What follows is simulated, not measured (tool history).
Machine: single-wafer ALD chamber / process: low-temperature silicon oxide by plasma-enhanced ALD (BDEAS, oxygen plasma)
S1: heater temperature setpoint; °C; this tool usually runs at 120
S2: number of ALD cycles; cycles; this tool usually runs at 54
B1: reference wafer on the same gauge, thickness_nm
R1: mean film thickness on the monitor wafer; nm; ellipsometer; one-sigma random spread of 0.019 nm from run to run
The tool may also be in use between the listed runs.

Run 1, hour 0: usual settings; B1 6.783. Result: R1 7.684 nm.
Run 2, hour 52.6: usual settings; B1 6.78. Result: R1 7.652 nm.
At hour 128.8: thermocouple changed; heater temperature recalibrated.
Run 3, hour 175.6: usual settings; B1 6.788. Result: R1 7.708 nm.
Run 4, hour 365.8: usual settings but S1 124 °C; B1 6.778. Result: R1 7.648 nm.
Run 5, hour 434.5: usual settings but S1 124 °C; B1 6.778. Result: R1 7.605 nm.
Run 6, hour 490.6: usual settings but S1 124 °C; B1 6.78. Result: R1 7.653 nm.
At hour 521.6: gauge calibrated.
Run 7, hour 534: usual settings but S1 114 °C; B1 6.781. Result: R1 7.787 nm.
Run 8, hour 583.8: usual settings; B1 6.781. Result: R1 7.709 nm.
Run 9, hour 623.6: usual settings; B1 6.776. Result: R1 7.712 nm.
Run 10, hour 654.6: usual settings but S1 110 °C, S2 51 cycles; B1 6.786. Result: R1 7.435 nm.
Run 11, hour 706: usual settings but S2 59 cycles; B1 6.778. Result: R1 8.38 nm.
Run 12, hour 776.8: usual settings but S2 59 cycles; B1 6.787. Result: R1 8.371 nm.
Run 13, hour 845.6: usual settings but S2 59 cycles; B1 6.782. Result: R1 8.395 nm.
Run 14, hour 913.1: usual settings but S1 131 °C, S2 51 cycles; B1 6.775. Result: R1 7.065 nm.
Run 15, hour 940.6: usual settings; B1 6.782. Result: R1 7.651 nm.
Run 16, hour 1001.1: usual settings; B1 6.777. Result: R1 7.667 nm.
Run 17, hour 1048.4: usual settings but S1 113 °C, S2 62 cycles; B1 6.778. Result: R1 8.918 nm.
Run 18, hour 1093.7: usual settings but S1 129 °C, S2 44 cycles; B1 6.781. Result: R1 6.084 nm.
At hour 1134.1: thermocouple changed; heater temperature recalibrated.
Run 19, hour 1136.7: usual settings but S1 109 °C, S2 57 cycles; B1 6.776. Result: R1 8.322 nm.
Run 20, hour 1176.3: usual settings; B1 6.782. Result: R1 7.72 nm.
Run 21, hour 1230.4: usual settings but S1 111 °C, S2 45 cycles; B1 6.777. Result: R1 6.557 nm.
Run 22, hour 1298.8: usual settings; B1 6.78. Result: R1 7.72 nm.
Run 23, hour 1359.6: usual settings but S1 129 °C, S2 49 cycles; B1 6.774. Result: R1 6.882 nm.
Run 24, hour 1409.2: usual settings but S1 110 °C, S2 49 cycles; B1 6.771. Result: R1 7.148 nm.
Run 25, hour 1474.8: usual settings but S2 59 cycles; B1 6.785. Result: R1 8.39 nm.
Run 26, hour 1500.6: usual settings but S1 129 °C, S2 59 cycles; B1 6.779. Result: R1 8.226 nm.
Run 27, hour 1548.8: usual settings; B1 6.777. Result: R1 7.693 nm.

Predict each of these 3 candidate next runs independently; none follows another, all start after run 27:
Run A, hour 1549.3: usual settings but S1 129 °C; B1 ?. Result: R1 ?.
Run B, hour 1549.3: usual settings but S2 57 cycles; B1 ?. Result: R1 ?.
Run C, hour 1549.3: usual settings but S1 110 °C, S2 44 cycles; B1 ?. Result: R1 ?.

run     B1     R1
  A  6.784  7.538
  B  6.784  8.104
  C  6.784  6.383
Stripped of hidden state, with their random variation kept, the same runs would have yielded:
run     R1
  A  7.579
  B  8.147
  C  6.416

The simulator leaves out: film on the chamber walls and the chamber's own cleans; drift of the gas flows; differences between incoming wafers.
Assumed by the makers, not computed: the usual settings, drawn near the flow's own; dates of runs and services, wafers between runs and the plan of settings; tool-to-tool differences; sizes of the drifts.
